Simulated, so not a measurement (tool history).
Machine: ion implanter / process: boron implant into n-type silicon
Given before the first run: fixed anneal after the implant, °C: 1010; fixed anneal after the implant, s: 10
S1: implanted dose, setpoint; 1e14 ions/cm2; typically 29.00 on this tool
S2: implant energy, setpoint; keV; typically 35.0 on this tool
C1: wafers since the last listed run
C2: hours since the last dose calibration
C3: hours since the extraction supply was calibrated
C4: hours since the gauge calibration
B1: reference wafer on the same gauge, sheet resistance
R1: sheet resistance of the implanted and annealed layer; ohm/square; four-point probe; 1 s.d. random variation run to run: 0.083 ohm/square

{"run": 1, "day": 0.0, "S1": 29.0, "S2": 35.0, "C1": 0, "C2": 1590.7, "C3": 1865.6, "C4": 211.9, "B1": 64.31, "R1": 54.58}
{"run": 2, "day": 0.262, "S1": 29.0, "S2": 35.0, "C1": 154, "C2": 1597.0, "C3": 1871.9, "C4": 218.2, "B1": 64.29, "R1": 54.58}
{"run": 3, "day": 0.754, "S1": 29.0, "S2": 35.0, "C1": 288, "C2": 1608.8, "C3": 1883.7, "C4": 230.0, "B1": 64.32, "R1": 54.64}
{"run": 4, "day": 2.346, "S1": 29.0, "S2": 35.0, "C1": 933, "C2": 1647.0, "C3": 1921.9, "C4": 268.2, "B1": 64.29, "R1": 54.46}
{"run": 5, "day": 2.862, "S1": 29.0, "S2": 35.0, "C1": 303, "C2": 1659.4, "C3": 1934.3, "C4": 280.6, "B1": 64.31, "R1": 54.54}
{"run": 6, "day": 3.608, "S1": 26.99, "S2": 32.0, "C1": 437, "C2": 1677.3, "C3": 1952.2, "C4": 298.5, "B1": 64.32, "R1": 57.74}
{"run": 7, "day": 3.883, "S1": 26.99, "S2": 32.0, "C1": 161, "C2": 1683.9, "C3": 1958.8, "C4": 305.1, "B1": 64.29, "R1": 57.97}
{"run": 8, "day": 4.4, "S1": 29.0, "S2": 35.0, "C1": 303, "C2": 1696.3, "C3": 1971.2, "C4": 317.5, "B1": 64.28, "R1": 54.46}
{"run": 9, "day": 5.029, "S1": 29.0, "S2": 35.0, "C1": 369, "C2": 1711.4, "C3": 1986.3, "C4": 332.6, "B1": 64.3, "R1": 54.59}
{"run": 10, "day": 5.583, "S1": 26.52, "S2": 35.0, "C1": 325, "C2": 1724.7, "C3": 1999.6, "C4": 345.9, "B1": 64.27, "R1": 56.98}
{"day": 5.896, "done": "gauge calibrated"}
{"run": 11, "day": 5.921, "S1": 26.52, "S2": 35.0, "C1": 198, "C2": 1732.8, "C3": 2007.7, "C4": 0.6, "B1": 64.3, "R1": 57.24}
{"day": 6.571, "done": "Faraday cup replaced and dose calibrated"}
{"run": 12, "day": 6.592, "S1": 26.52, "S2": 35.0, "C1": 198, "C2": 0.5, "C3": 2023.8, "C4": 16.7, "B1": 64.32, "R1": 56.33}
{"run": 13, "day": 6.967, "S1": 22.65, "S2": 35.0, "C1": 220, "C2": 9.5, "C3": 2032.8, "C4": 25.7, "B1": 64.31, "R1": 61.52}
{"run": 14, "day": 7.358, "S1": 22.65, "S2": 35.0, "C1": 229, "C2": 18.9, "C3": 2042.2, "C4": 35.1, "B1": 64.26, "R1": 61.62}
{"run": 15, "day": 7.675, "S1": 23.04, "S2": 42.0, "C1": 185, "C2": 26.5, "C3": 2049.8, "C4": 42.7, "B1": 64.29, "R1": 59.01}
{"run": 16, "day": 8.292, "S1": 23.04, "S2": 42.0, "C1": 361, "C2": 41.3, "C3": 2064.6, "C4": 57.5, "B1": 64.29, "R1": 58.89}
{"run": 17, "day": 8.621, "S1": 29.0, "S2": 32.0, "C1": 193, "C2": 49.2, "C3": 2072.5, "C4": 65.4, "B1": 64.31, "R1": 55.14}
{"run": 18, "day": 9.108, "S1": 29.0, "S2": 32.0, "C1": 286, "C2": 60.9, "C3": 2084.2, "C4": 77.1, "B1": 64.31, "R1": 55.13}
{"run": 19, "day": 9.45, "S1": 24.15, "S2": 29.0, "C1": 200, "C2": 69.1, "C3": 2092.4, "C4": 85.3, "B1": 64.26, "R1": 61.94}
{"day": 10.208, "done": "Faraday cup replaced and dose calibrated, repeated, since the last time left the tool worse"}
{"day": 10.221, "done": "extraction supply calibrated"}
{"run": 20, "day": 10.242, "S1": 23.24, "S2": 23.0, "C1": 262, "C2": 0.8, "C3": 0.5, "C4": 104.3, "B1": 64.3, "R1": 69.28}
{"run": 21, "day": 10.396, "S1": 33.08, "S2": 26.0, "C1": 90, "C2": 4.5, "C3": 4.2, "C4": 108.0, "B1": 64.33, "R1": 57.73}
{"run": 22, "day": 10.967, "S1": 29.0, "S2": 35.0, "C1": 334, "C2": 18.2, "C3": 17.9, "C4": 121.7, "B1": 64.26, "R1": 55.38}
{"run": 23, "day": 11.496, "S1": 23.71, "S2": 47.0, "C1": 310, "C2": 30.9, "C3": 30.6, "C4": 134.4, "B1": 64.31, "R1": 59.3}
{"run": 24, "day": 12.008, "S1": 37.28, "S2": 28.5, "C1": 300, "C2": 43.2, "C3": 42.9, "C4": 146.7, "B1": 64.3, "R1": 53.78}
{"run": 25, "day": 12.638, "S1": 31.72, "S2": 43.0, "C1": 369, "C2": 58.3, "C3": 58.0, "C4": 161.8, "B1": 64.29, "R1": 50.19}
{"run": 26, "day": 12.917, "S1": 21.82, "S2": 35.0, "C1": 163, "C2": 65.0, "C3": 64.7, "C4": 168.5, "B1": 64.29, "R1": 65.26}
{"run": 27, "day": 13.233, "S1": 29.0, "S2": 35.0, "C1": 185, "C2": 72.6, "C3": 72.3, "C4": 176.1, "B1": 64.32, "R1": 55.3}
{"run": 28, "day": 14.562, "S1": 24.3, "S2": 39.5, "C1": 779, "C2": 104.5, "C3": 104.2, "C4": 208.0, "B1": 64.31, "R1": 59.56}
{"run": 29, "day": 15.308, "S1": 34.59, "S2": 26.5, "C1": 437, "C2": 122.4, "C3": 122.1, "C4": 225.9, "B1": 64.31, "R1": 56.41}
{"run": 30, "day": 15.758, "S1": 29.0, "S2": 35.0, "C1": 264, "C2": 133.2, "C3": 132.9, "C4": 236.7, "B1": 64.3, "R1": 55.2}
{"run": 31, "day": 16.312, "S1": 29.0, "S2": 35.0, "C1": 325, "C2": 146.5, "C3": 146.2, "C4": 250.0, "B1": 64.28, "R1": 55.41}
{"run": 32, "day": 16.575, "S1": 32.72, "S2": 35.0, "C1": 154, "C2": 152.8, "C3": 152.5, "C4": 256.3, "B1": 64.32, "R1": 52.15}
{"run": 33, "day": 17.004, "S1": 29.0, "S2": 30.5, "C1": 251, "C2": 163.1, "C3": 162.8, "C4": 266.6, "B1": 64.27, "R1": 57.49}
{"run": 34, "day": 17.3, "S1": 23.54, "S2": 31.5, "C1": 173, "C2": 170.2, "C3": 169.9, "C4": 273.7, "B1": 64.32, "R1": 63.61}
{"run": 35, "day": 17.7, "S1": 29.0, "S2": 35.0, "C1": 234, "C2": 179.8, "C3": 179.5, "C4": 283.3, "B1": 64.3, "R1": 55.39}
{"run": 36, "day": 18.417, "S1": 29.0, "S2": 35.0, "C1": 420, "C2": 197.0, "C3": 196.7, "C4": 300.5, "B1": 64.26, "R1": 55.27}

Forecast each of these 4 alternatives for the next run:
{"run": "A", "day": 18.433, "S1": 29.0, "S2": 27.5, "C1": 9, "C2": 197.4, "C3": 197.1, "C4": 300.9, "B1": "?", "R1": "?"}
{"run": "B", "day": 18.433, "S1": 29.0, "S2": 42.5, "C1": 9, "C2": 197.4, "C3": 197.1, "C4": 300.9, "B1": "?", "R1": "?"}
{"run": "C", "day": 18.433, "S1": 34.69, "S2": 35.0, "C1": 9, "C2": 197.4, "C3": 197.1, "C4": 300.9, "B1": "?", "R1": "?"}
{"run": "D", "day": 18.433, "S1": 22.3, "S2": 43.5, "C1": 9, "C2": 197.4, "C3": 197.1, "C4": 300.9, "B1": "?", "R1": "?"}

run=A B1=64.29 R1=59.50
run=B B1=64.29 R1=53.02
run=C B1=64.29 R1=51.01
run=D B1=64.29 R1=62.46
Without the tool's unlogged condition, the same runs would have read:
run=A R1=59.67
run=B R1=53.23
run=C R1=51.16
run=D R1=62.75
